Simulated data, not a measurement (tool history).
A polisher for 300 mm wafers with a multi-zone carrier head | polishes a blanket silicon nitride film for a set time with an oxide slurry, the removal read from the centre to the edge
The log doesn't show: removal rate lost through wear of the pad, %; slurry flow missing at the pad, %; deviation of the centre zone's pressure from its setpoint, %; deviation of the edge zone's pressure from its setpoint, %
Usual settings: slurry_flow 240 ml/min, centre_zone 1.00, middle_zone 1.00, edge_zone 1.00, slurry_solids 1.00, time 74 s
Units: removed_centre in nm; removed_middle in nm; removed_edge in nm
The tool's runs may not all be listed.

run,hour,slurry_flow,centre_zone,middle_zone,edge_zone,slurry_solids,time,wafers since the last listed run,wafers polished on this pad,hours since the slurry nozzle was cleaned,hours since the centre zone pressure was calibrated,hours since the edge zone pressure was calibrated,hours since the carrier head's membrane was replaced,"incoming thickness of the incoming film, nm",removed_centre,removed_middle,removed_edge
1,0.0,240,1.00,1.06,1.00,1.00,74,0,176,161.9,541.1,1073.2,353.2,380.5,40.7,41.7,41.0
2,15.4,240,1.00,1.06,1.00,1.00,74,195,371,177.3,556.5,1088.6,368.6,382.0,40.1,42.5,40.4
3,26.7,240,1.00,1.06,1.00,1.00,74,143,515,188.6,567.8,1099.9,379.9,382.4,40.5,42.5,40.7
4,43.1,240,1.00,1.00,1.00,1.00,74,208,723,205.0,584.2,1116.3,396.3,378.7,40.0,41.1,40.0
5,54.6,240,1.00,1.00,1.00,1.00,74,146,869,216.5,595.7,1127.8,407.8,386.5,40.0,39.3,40.2
6,68.0,240,1.00,1.00,1.00,1.00,82,170,1039,229.9,609.1,1141.2,421.2,378.5,44.0,45.2,43.9
7,80.0,240,1.00,1.00,1.00,1.00,82,152,1192,241.9,621.1,1153.2,433.2,379.3,43.1,43.4,44.6
# hour 91.5: centre zone pressure recalibrated
8,92.0,240,1.00,1.00,1.00,1.00,82,127,1319,253.9,0.5,1165.2,445.2,373.1,44.0,44.1,44.6
# hour 102.4: worn pad replaced by a new one
# hour 140.4: carrier head's membrane replaced by a new one, of another model than before
9,141.9,240,1.00,1.00,1.00,1.00,74,519,438,303.8,50.4,1215.1,1.5,376.3,39.2,40.7,39.7
10,153.9,240,1.05,1.00,1.00,1.00,66,152,591,315.8,62.4,1227.1,13.5,374.6,35.9,34.5,35.4
11,168.9,240,1.10,1.00,1.00,1.00,74,190,781,330.8,77.4,1242.1,28.5,374.8,42.0,39.8,40.3
12,179.8,240,0.96,1.00,1.00,1.00,74,138,920,341.7,88.3,1253.0,39.4,379.8,38.5,40.3,39.6
# hour 186.9: edge zone pressure recalibrated
13,194.3,160,1.00,1.08,1.00,1.20,74,158,1079,356.2,102.8,7.4,53.9,383.8,35.4,39.0,38.5
# hour 202.6: slurry nozzle cleaned
# hour 210.2: worn pad replaced by a new one
14,210.7,240,1.00,1.09,1.00,1.25,61,144,6,8.1,119.2,23.8,70.3,381.3,38.7,40.2,37.7
15,218.5,265,1.00,1.00,1.00,1.00,74,99,105,15.9,127.0,31.6,78.1,378.9,44.0,43.7,42.9
16,233.2,240,1.00,1.00,1.00,1.00,74,186,292,30.6,141.7,46.3,92.8,376.2,42.7,43.7,42.3
17,241.5,240,1.00,1.00,0.89,0.70,74,105,398,38.9,150.0,54.6,101.1,376.1,38.3,38.5,34.7
18,247.5,240,1.00,1.00,1.00,1.00,74,76,474,44.9,156.0,60.6,107.1,381.7,43.4,43.0,42.1
19,258.0,240,0.88,1.00,0.91,0.85,90,133,607,55.4,166.5,71.1,117.6,373.4,45.3,48.8,45.7

Forecast each of these 5 alternatives for the next run:
A,258.5,240,1.00,1.00,1.00,1.00,74,6,614,55.9,167.0,71.6,118.1,385.7,?,?,?
B,258.5,240,1.06,1.00,1.00,1.00,74,6,614,55.9,167.0,71.6,118.1,385.7,?,?,?
C,258.5,240,0.89,1.00,0.97,1.10,87,6,614,55.9,167.0,71.6,118.1,385.7,?,?,?
D,258.5,240,1.00,1.12,0.92,1.00,57,6,614,55.9,167.0,71.6,118.1,385.7,?,?,?
E,258.5,240,1.00,1.00,1.00,1.20,74,6,614,55.9,167.0,71.6,118.1,385.7,?,?,?

run,removed_centre,removed_middle,removed_edge
A,42.7,42.9,41.5
B,44.3,42.9,41.5
C,48.0,51.9,49.1
D,32.9,35.4,30.2
E,45.1,45.3,43.8
Without the tool's hidden state the same runs would have given:
run,removed_centre,removed_middle,removed_edge
A,44.8,44.7,42.8
B,46.5,44.7,42.8
C,50.3,54.1,50.7
D,34.5,36.9,31.1
E,47.2,47.2,45.2

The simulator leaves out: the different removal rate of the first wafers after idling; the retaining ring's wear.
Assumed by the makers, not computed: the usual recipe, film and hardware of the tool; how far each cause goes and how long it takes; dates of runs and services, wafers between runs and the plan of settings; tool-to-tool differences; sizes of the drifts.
